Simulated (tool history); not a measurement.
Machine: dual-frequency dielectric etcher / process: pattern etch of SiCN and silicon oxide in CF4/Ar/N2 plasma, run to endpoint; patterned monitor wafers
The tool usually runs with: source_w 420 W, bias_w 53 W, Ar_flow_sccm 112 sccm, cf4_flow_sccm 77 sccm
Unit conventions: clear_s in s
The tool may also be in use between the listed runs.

run	hour	source_w	bias_w	Ar_flow_sccm	cf4_flow_sccm	incoming incoming film thickness, nm	clear_s
1	0.0	420	45	112	77	13.70	18.2
2	34.7	420	53	112	67	13.76	18.1
3	100.9	420	53	112	77	13.76	17.7
4	170.8	420	53	112	77	13.70	17.4
5	211.2	350	53	112	77	13.65	20.9
6	246.4	350	53	112	77	13.59	20.7
7	302.9	350	53	112	77	13.68	20.9
8	363.6	420	53	112	77	13.75	17.7
9	390.0	420	53	112	77	13.78	17.8
10	438.5	420	49	112	77	13.69	17.9
11	480.2	420	49	112	77	13.66	18.0
# hour 489.2: source power generator calibrated
# hour 521.0: bias power generator calibrated
12	542.0	420	53	112	88	13.69	17.3
13	579.5	420	53	112	77	13.70	17.6
# hour 625.1: wet clean of the chamber
14	625.6	420	53	86	60	13.73	17.4
15	688.0	330	53	112	66	13.67	22.7
# hour 730.5: upper electrode replaced
16	739.3	420	53	96	68	13.75	17.2
# hour 747.7: Ar flow controller replaced
17	804.8	470	64	119	96	13.73	14.4
# hour 844.4: CF4 flow controller replaced
18	866.8	420	53	134	66	13.67	18.6
19	897.4	420	53	86	60	13.74	17.1
20	942.1	420	53	112	77	13.70	17.6
21	992.4	420	61	112	77	13.67	16.8
22	1044.7	380	44	104	66	13.81	20.6
23	1115.4	420	53	89	77	13.75	16.7
24	1162.4	320	53	86	77	13.83	22.1

4 ways to go on from here, each from the tool as it stands after run 24. What would each give?
A	1162.8	420	53	112	77	13.70	?
B	1162.8	420	53	112	71	13.70	?
C	1162.8	460	53	98	92	13.70	?
D	1162.8	420	53	112	69	13.70	?

run	clear_s
A	17.6
B	17.8
C	15.2
D	17.9
With the hidden condition removed and each run's random variation left untouched, the same runs would have given:
run	clear_s
A	17.6
B	17.8
C	15.2
D	17.9

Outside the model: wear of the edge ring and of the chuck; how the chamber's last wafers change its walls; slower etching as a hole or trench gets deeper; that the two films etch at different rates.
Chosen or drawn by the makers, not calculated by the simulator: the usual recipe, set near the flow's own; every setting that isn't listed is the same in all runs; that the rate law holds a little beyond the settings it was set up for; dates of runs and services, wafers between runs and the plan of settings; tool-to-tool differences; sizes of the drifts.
